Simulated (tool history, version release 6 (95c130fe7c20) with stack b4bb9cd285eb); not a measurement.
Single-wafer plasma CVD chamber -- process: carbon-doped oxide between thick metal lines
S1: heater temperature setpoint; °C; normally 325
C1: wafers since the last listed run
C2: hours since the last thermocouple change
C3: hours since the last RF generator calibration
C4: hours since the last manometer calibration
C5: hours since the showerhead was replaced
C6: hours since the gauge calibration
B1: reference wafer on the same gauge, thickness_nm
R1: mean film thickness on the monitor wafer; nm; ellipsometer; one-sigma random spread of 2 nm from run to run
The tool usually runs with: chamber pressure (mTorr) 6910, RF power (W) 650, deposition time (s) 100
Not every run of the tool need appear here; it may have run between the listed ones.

run 1 hour=0.0 | S1=325 chamber_pressure_(mTorr)=6910 RF_power_(W)=650 deposition_time_(s)=100 | C1=0 C2=183.2 C3=373.5 C4=1041.7 C5=3746.1 C6=414.5 | B1=767.924 | R1=696.698
-- hour=33.2 capacitance manometer re-zeroed and calibrated
run 2 hour=42.5 | S1=325 chamber_pressure_(mTorr)=6910 RF_power_(W)=615 deposition_time_(s)=100 | C1=636 C2=225.7 C3=416.0 C4=9.3 C5=3788.6 C6=457.0 | B1=768.102 | R1=660.921
run 3 hour=130.0 | S1=325 chamber_pressure_(mTorr)=6910 RF_power_(W)=615 deposition_time_(s)=100 | C1=1615 C2=313.2 C3=503.5 C4=96.8 C5=3876.1 C6=544.5 | B1=767.690 | R1=662.491
run 4 hour=180.5 | S1=325 chamber_pressure_(mTorr)=6910 RF_power_(W)=615 deposition_time_(s)=100 | C1=932 C2=363.7 C3=554.0 C4=147.3 C5=3926.6 C6=595.0 | B1=767.719 | R1=658.689
run 5 hour=221.6 | S1=335 chamber_pressure_(mTorr)=6910 RF_power_(W)=650 deposition_time_(s)=100 | C1=758 C2=404.8 C3=595.1 C4=188.4 C5=3967.7 C6=636.1 | B1=767.767 | R1=669.134
-- hour=246.6 showerhead replaced
run 6 hour=306.7 | S1=335 chamber_pressure_(mTorr)=6910 RF_power_(W)=650 deposition_time_(s)=100 | C1=1423 C2=489.9 C3=680.2 C4=273.5 C5=60.1 C6=721.2 | B1=768.208 | R1=667.802
run 7 hour=410.7 | S1=332 chamber_pressure_(mTorr)=8100 RF_power_(W)=735 deposition_time_(s)=81 | C1=1919 C2=593.9 C3=784.2 C4=377.5 C5=164.1 C6=825.2 | B1=767.845 | R1=609.679
run 8 hour=457.9 | S1=325 chamber_pressure_(mTorr)=6910 RF_power_(W)=775 deposition_time_(s)=100 | C1=871 C2=641.1 C3=831.4 C4=424.7 C5=211.3 C6=872.4 | B1=767.726 | R1=792.737
run 9 hour=501.0 | S1=325 chamber_pressure_(mTorr)=6910 RF_power_(W)=650 deposition_time_(s)=100 | C1=795 C2=684.2 C3=874.5 C4=467.8 C5=254.4 C6=915.5 | B1=768.155 | R1=693.057
run 10 hour=560.1 | S1=321 chamber_pressure_(mTorr)=6910 RF_power_(W)=650 deposition_time_(s)=84 | C1=1090 C2=743.3 C3=933.6 C4=526.9 C5=313.5 C6=974.6 | B1=768.321 | R1=592.701
run 11 hour=649.9 | S1=325 chamber_pressure_(mTorr)=7400 RF_power_(W)=650 deposition_time_(s)=100 | C1=1657 C2=833.1 C3=1023.4 C4=616.7 C5=403.3 C6=1064.4 | B1=768.116 | R1=697.037
run 12 hour=729.9 | S1=332 chamber_pressure_(mTorr)=6910 RF_power_(W)=650 deposition_time_(s)=114 | C1=1476 C2=913.1 C3=1103.4 C4=696.7 C5=483.3 C6=1144.4 | B1=767.828 | R1=773.604
run 13 hour=771.9 | S1=313 chamber_pressure_(mTorr)=7370 RF_power_(W)=690 deposition_time_(s)=108 | C1=775 C2=955.1 C3=1145.4 C4=738.7 C5=525.3 C6=1186.4 | B1=767.820 | R1=829.010
run 14 hour=872.8 | S1=319 chamber_pressure_(mTorr)=8570 RF_power_(W)=650 deposition_time_(s)=91 | C1=1862 C2=1056.0 C3=1246.3 C4=839.6 C5=626.2 C6=1287.3 | B1=767.763 | R1=657.448
run 15 hour=961.2 | S1=325 chamber_pressure_(mTorr)=6910 RF_power_(W)=650 deposition_time_(s)=100 | C1=1631 C2=1144.4 C3=1334.7 C4=928.0 C5=714.6 C6=1375.7 | B1=767.801 | R1=692.352
run 16 hour=1016.2 | S1=325 chamber_pressure_(mTorr)=7410 RF_power_(W)=595 deposition_time_(s)=114 | C1=1015 C2=1199.4 C3=1389.7 C4=983.0 C5=769.6 C6=1430.7 | B1=768.350 | R1=740.141
run 17 hour=1110.6 | S1=325 chamber_pressure_(mTorr)=6910 RF_power_(W)=615 deposition_time_(s)=100 | C1=1742 C2=1293.8 C3=1484.1 C4=1077.4 C5=864.0 C6=1525.1 | B1=768.164 | R1=664.619
-- hour=1134.6 capacitance manometer re-zeroed and calibrated
run 18 hour=1171.9 | S1=321 chamber_pressure_(mTorr)=6910 RF_power_(W)=650 deposition_time_(s)=84 | C1=983 C2=1355.1 C3=1545.4 C4=37.3 C5=925.3 C6=1586.4 | B1=767.583 | R1=592.721
run 19 hour=1234.6 | S1=325 chamber_pressure_(mTorr)=7890 RF_power_(W)=650 deposition_time_(s)=100 | C1=1157 C2=1417.8 C3=1608.1 C4=100.0 C5=988.0 C6=1649.1 | B1=768.399 | R1=699.474
run 20 hour=1310.9 | S1=340 chamber_pressure_(mTorr)=7870 RF_power_(W)=580 deposition_time_(s)=107 | C1=1408 C2=1494.1 C3=1684.4 C4=176.3 C5=1064.3 C6=1725.4 | B1=768.264 | R1=650.904
run 21 hour=1367.4 | S1=321 chamber_pressure_(mTorr)=6910 RF_power_(W)=650 deposition_time_(s)=84 | C1=1042 C2=1550.6 C3=1740.9 C4=232.8 C5=1120.8 C6=1781.9 | B1=768.334 | R1=597.169
run 22 hour=1407.7 | S1=325 chamber_pressure_(mTorr)=6910 RF_power_(W)=650 deposition_time_(s)=100 | C1=743 C2=1590.9 C3=1781.2 C4=273.1 C5=1161.1 C6=1822.2 | B1=767.645 | R1=697.317
run 23 hour=1487.7 | S1=325 chamber_pressure_(mTorr)=5670 RF_power_(W)=605 deposition_time_(s)=100 | C1=1476 C2=1670.9 C3=1861.2 C4=353.1 C5=1241.1 C6=1902.2 | B1=768.107 | R1=649.386
run 24 hour=1585.9 | S1=330 chamber_pressure_(mTorr)=6080 RF_power_(W)=595 deposition_time_(s)=100 | C1=1812 C2=1769.1 C3=1959.4 C4=451.3 C5=1339.3 C6=2000.4 | B1=767.916 | R1=632.422
run 25 hour=1627.7 | S1=325 chamber_pressure_(mTorr)=6120 RF_power_(W)=605 deposition_time_(s)=116 | C1=771 C2=1810.9 C3=2001.2 C4=493.1 C5=1381.1 C6=2042.2 | B1=767.612 | R1=755.825
run 26 hour=1665.0 | S1=325 chamber_pressure_(mTorr)=6910 RF_power_(W)=585 deposition_time_(s)=117 | C1=688 C2=1848.2 C3=2038.5 C4=530.4 C5=1418.4 C6=2079.5 | B1=768.255 | R1=745.237
run 27 hour=1752.0 | S1=325 chamber_pressure_(mTorr)=6910 RF_power_(W)=650 deposition_time_(s)=107 | C1=1605 C2=1935.2 C3=2125.5 C4=617.4 C5=1505.4 C6=2166.5 | B1=767.993 | R1=747.874
run 28 hour=1793.5 | S1=320 chamber_pressure_(mTorr)=6910 RF_power_(W)=650 deposition_time_(s)=100 | C1=766 C2=1976.7 C3=2167.0 C4=658.9 C5=1546.9 C6=2208.0 | B1=768.550 | R1=713.340

Below are 4 alternative next runs, each starting from the tool's condition after run 28. Predict each:
run A hour=1793.9 | S1=325 chamber_pressure_(mTorr)=6910 RF_power_(W)=650 deposition_time_(s)=100 | C1=7 C2=1977.1 C3=2167.4 C4=659.3 C5=1547.3 C6=2208.4 | B1=? | R1=?
run B hour=1793.9 | S1=332 chamber_pressure_(mTorr)=6910 RF_power_(W)=650 deposition_time_(s)=100 | C1=7 C2=1977.1 C3=2167.4 C4=659.3 C5=1547.3 C6=2208.4 | B1=? | R1=?
run C hour=1793.9 | S1=325 chamber_pressure_(mTorr)=6910 RF_power_(W)=735 deposition_time_(s)=88 | C1=7 C2=1977.1 C3=2167.4 C4=659.3 C5=1547.3 C6=2208.4 | B1=? | R1=?
run D hour=1793.9 | S1=325 chamber_pressure_(mTorr)=7820 RF_power_(W)=650 deposition_time_(s)=100 | C1=7 C2=1977.1 C3=2167.4 C4=659.3 C5=1547.3 C6=2208.4 | B1=? | R1=?

run=A B1=767.508 R1=701.565
run=B B1=767.508 R1=683.242
run=C B1=767.508 R1=679.940
run=D B1=767.508 R1=707.281
Take away the tool's hidden state, keep each run's random variation, and the runs would have read:
run=A R1=693.462
run=B R1=676.007
run=C R1=672.086
run=D R1=699.111
